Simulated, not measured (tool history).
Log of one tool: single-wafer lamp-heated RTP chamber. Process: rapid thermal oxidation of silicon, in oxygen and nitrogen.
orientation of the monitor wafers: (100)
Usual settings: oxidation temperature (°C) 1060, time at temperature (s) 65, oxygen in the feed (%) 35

run,hour,oxidation temperature (°C),time at temperature (s),oxygen in the feed (%),"read-back reference wafer on the same gauge, thickness",oxide thickness on the monitor wafer (angstrom)
1,0,1060,65,35,4.537,55.25
2,85.9,1060,65,35,4.536,55.39
3,127.6,1060,77,35,4.543,60.32
4,210.6,1060,77,35,4.545,61.15
# hour 335.4: pyrometer window cleaned and pyrometer calibrated
5,479.8,1060,77,35,4.538,60.14
6,526.4,1060,65,35,4.542,56.49
7,589,1060,65,49,4.539,64.3
# hour 632.9: oxygen flow controller replaced
8,633.4,1060,65,49,4.54,64.89
# hour 654.2: pyrometer window cleaned and pyrometer calibrated
# hour 660.2: gauge calibrated
9,687.7,1036,65,35,4.546,47.04
10,776.4,1060,65,35,4.534,56.19
11,815.1,1042,55,35,4.541,46.6
# hour 955.8: pyrometer window cleaned and pyrometer calibrated
12,985.3,1060,65,35,4.541,55.45
13,1084.7,1042,53,21,4.543,38.06
14,1171.7,1032,65,46,4.537,51.41
15,1253.3,1043,90,35,4.533,58.97
# hour 1288.1: pyrometer window cleaned and pyrometer calibrated
16,1349,1080,65,54,4.536,73.53
17,1440.2,1060,44,35,4.541,46.96
18,1529.9,1031,65,35,4.544,46.63
# hour 1572.3: pyrometer window cleaned and pyrometer calibrated
19,1576.6,1060,65,35,4.544,55.01
20,1655.5,1068,43,50,4.537,55.37

Forecast each of these 3 alternatives for the next run:
A,1656,1060,65,35,?,?
B,1656,1060,55,17,?,?
C,1656,1081,78,50,?,?

run,"read-back reference wafer on the same gauge, thickness",oxide thickness on the monitor wafer (angstrom)
A,4.549,55.47
B,4.549,40.38
C,4.549,78.37
Without the tool's hidden state the same runs would have given:
run,oxide thickness on the monitor wafer (angstrom)
A,55.19
B,40.18
C,77.98
